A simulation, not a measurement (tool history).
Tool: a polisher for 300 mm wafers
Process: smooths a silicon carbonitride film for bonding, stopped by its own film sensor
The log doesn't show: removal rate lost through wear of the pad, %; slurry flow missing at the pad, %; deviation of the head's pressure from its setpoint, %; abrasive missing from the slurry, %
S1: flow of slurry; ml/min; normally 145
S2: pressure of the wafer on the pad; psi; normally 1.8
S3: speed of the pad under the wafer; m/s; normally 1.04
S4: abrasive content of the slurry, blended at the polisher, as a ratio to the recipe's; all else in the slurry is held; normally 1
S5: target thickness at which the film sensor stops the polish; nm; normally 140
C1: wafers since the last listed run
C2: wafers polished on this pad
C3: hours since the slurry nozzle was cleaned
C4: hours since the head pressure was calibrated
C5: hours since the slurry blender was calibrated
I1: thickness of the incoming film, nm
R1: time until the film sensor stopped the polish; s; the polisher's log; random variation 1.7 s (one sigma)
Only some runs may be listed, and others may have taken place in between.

| run | hour | S1 | S2 | S3 | S4 | S5 | C1 | C2 | C3 | C4 | C5 | I1 | R1 |
|---|---|---|---|---|---|---|---|---|---|---|---|---|---|
| 1 | 0 | 145 | 1.8 | 1.04 | 1 | 140 | 0 | 691 | 586.4 | 711.4 | 153.3 | 160.5 | 110.4 |
|  | 47.6 | head pressure recalibrated |
| 2 | 92.4 | 145 | 1.8 | 1.04 | 1 | 140 | 881 | 1572 | 678.8 | 44.8 | 245.7 | 159.1 | 105.1 |
| 3 | 142.4 | 145 | 1.8 | 1.04 | 1 | 140 | 487 | 2060 | 728.8 | 94.8 | 295.7 | 160.1 | 105.7 |
|  | 164.2 | slurry nozzle cleaned |
| 4 | 239.1 | 145 | 1.8 | 1.04 | 1 | 140 | 932 | 2993 | 74.9 | 191.5 | 392.4 | 161 | 104.2 |
| 5 | 282.7 | 145 | 1.8 | 1.04 | 1 | 141 | 425 | 3418 | 118.5 | 235.1 | 436 | 158.4 | 87.1 |
|  | 328.5 | slurry blender recalibrated |
| 6 | 360 | 145 | 1.8 | 1.04 | 1 | 141 | 734 | 4152 | 195.8 | 312.4 | 31.5 | 160 | 94.4 |
|  | 377 | worn pad replaced by a new one |
| 7 | 444.7 | 115 | 1.8 | 0.84 | 1 | 140 | 786 | 660 | 280.5 | 397.1 | 116.2 | 162.8 | 137.6 |
| 8 | 506.3 | 145 | 1.8 | 1.04 | 1 | 138 | 600 | 1260 | 342.1 | 458.7 | 177.8 | 160 | 114.1 |
| 9 | 573.2 | 145 | 1.8 | 1.04 | 1.15 | 140 | 652 | 1913 | 409 | 525.6 | 244.7 | 160.2 | 96.6 |
|  | 648.5 | head pressure recalibrated |
| 10 | 680.8 | 145 | 1.8 | 1.04 | 1.15 | 140 | 1029 | 2942 | 516.6 | 32.3 | 352.3 | 158.6 | 92.1 |
|  | 728.8 | slurry blender recalibrated |
| 11 | 729.3 | 110 | 1.4 | 1.04 | 1 | 140 | 453 | 3395 | 565.1 | 80.8 | 0.5 | 159.8 | 141.2 |
|  | 826.6 | worn pad replaced by a new one |
| 12 | 829.7 | 110 | 1.4 | 1.04 | 1 | 140 | 939 | 30 | 665.5 | 181.2 | 100.9 | 157.5 | 131.9 |
| 13 | 909.6 | 110 | 1.4 | 1.04 | 1 | 140 | 778 | 809 | 745.4 | 261.1 | 180.8 | 159.6 | 142.5 |
|  | 950.7 | slurry nozzle cleaned |
| 14 | 998.2 | 145 | 1.8 | 1.04 | 1 | 140 | 853 | 1663 | 47.5 | 349.7 | 269.4 | 161.5 | 105.6 |
| 15 | 1035.2 | 145 | 1.8 | 1.04 | 1 | 140 | 360 | 2023 | 84.5 | 386.7 | 306.4 | 158.4 | 91.1 |
| 16 | 1080 | 130 | 1.8 | 1.04 | 1 | 140 | 436 | 2460 | 129.3 | 431.5 | 351.2 | 159.5 | 100.7 |
| 17 | 1128.9 | 105 | 2.3 | 1.04 | 0.85 | 140 | 476 | 2937 | 178.2 | 480.4 | 400.1 | 157.8 | 84.9 |
| 18 | 1174.2 | 95 | 1.3 | 1.3 | 1 | 135 | 441 | 3378 | 223.5 | 525.7 | 445.4 | 162.3 | 190.9 |
|  | 1186.6 | worn pad replaced by a new one |
|  | 1187.7 | slurry blender recalibrated |
| 19 | 1268.6 | 145 | 1.8 | 1.04 | 1.15 | 140 | 870 | 789 | 317.9 | 620.1 | 80.9 | 159 | 90.3 |
| 20 | 1310.1 | 95 | 1.8 | 1.04 | 1 | 146 | 404 | 1193 | 359.4 | 661.6 | 122.4 | 159.6 | 80.8 |
|  | 1357.4 | head pressure recalibrated |
| 21 | 1368.4 | 145 | 2.3 | 1.28 | 1 | 140 | 548 | 1742 | 417.7 | 11 | 180.7 | 160.9 | 73.8 |
| 22 | 1430.4 | 145 | 1.6 | 1.04 | 0.75 | 136 | 604 | 2346 | 479.7 | 73 | 242.7 | 160 | 170.6 |
| 23 | 1487.6 | 145 | 1.8 | 1.04 | 1 | 140 | 557 | 2904 | 536.9 | 130.2 | 299.9 | 161.6 | 118.8 |
|  | 1556.6 | slurry blender recalibrated |
| 24 | 1591.8 | 145 | 2 | 1.04 | 1 | 144 | 996 | 3900 | 641.1 | 234.4 | 35.2 | 160.1 | 77.7 |
|  | 1630 | worn pad replaced by a new one |
|  | 1632.1 | slurry nozzle cleaned |
| 25 | 1641.6 | 145 | 1.8 | 1.04 | 1 | 134 | 436 | 103 | 9.5 | 284.2 | 85 | 160.3 | 129.9 |
| 26 | 1748.2 | 145 | 2.2 | 1.26 | 1.25 | 136 | 1039 | 1142 | 116.1 | 390.8 | 191.6 | 160.7 | 79.1 |
| 27 | 1829.7 | 145 | 1.8 | 0.88 | 1 | 140 | 794 | 1936 | 197.6 | 472.3 | 273.1 | 160.2 | 113.7 |
| 28 | 1924 | 175 | 2.3 | 1.04 | 1 | 140 | 919 | 2856 | 291.9 | 566.6 | 367.4 | 159.6 | 76.4 |
| 29 | 1976 | 165 | 1.8 | 1.04 | 1 | 140 | 506 | 3363 | 343.9 | 618.6 | 419.4 | 161.3 | 109.1 |

5 options for the next run, each taken on its own from the tool as it stands now. Forecast them:
| A | 1976.4 | 145 | 1.8 | 1.04 | 1 | 145 | 3 | 3367 | 344.3 | 619 | 419.8 | 159.2 | ? |
| B | 1976.4 | 120 | 1.6 | 1.04 | 1 | 140 | 3 | 3367 | 344.3 | 619 | 419.8 | 159.2 | ? |
| C | 1976.4 | 190 | 1.8 | 1.04 | 1.25 | 140 | 3 | 3367 | 344.3 | 619 | 419.8 | 159.2 | ? |
| D | 1976.4 | 115 | 2 | 0.86 | 1 | 140 | 3 | 3367 | 344.3 | 619 | 419.8 | 159.2 | ? |
| E | 1976.4 | 125 | 1.8 | 0.82 | 0.7 | 140 | 3 | 3367 | 344.3 | 619 | 419.8 | 159.2 | ? |

| run | R1 |
|---|---|
| A | 73 |
| B | 115.8 |
| C | 83.8 |
| D | 107.2 |
| E | 151.8 |
Without the tool's hidden state the same runs would have given:
| run | R1 |
|---|---|
| A | 67.7 |
| B | 106.2 |
| C | 78.9 |
| D | 98.1 |
| E | 139.6 |

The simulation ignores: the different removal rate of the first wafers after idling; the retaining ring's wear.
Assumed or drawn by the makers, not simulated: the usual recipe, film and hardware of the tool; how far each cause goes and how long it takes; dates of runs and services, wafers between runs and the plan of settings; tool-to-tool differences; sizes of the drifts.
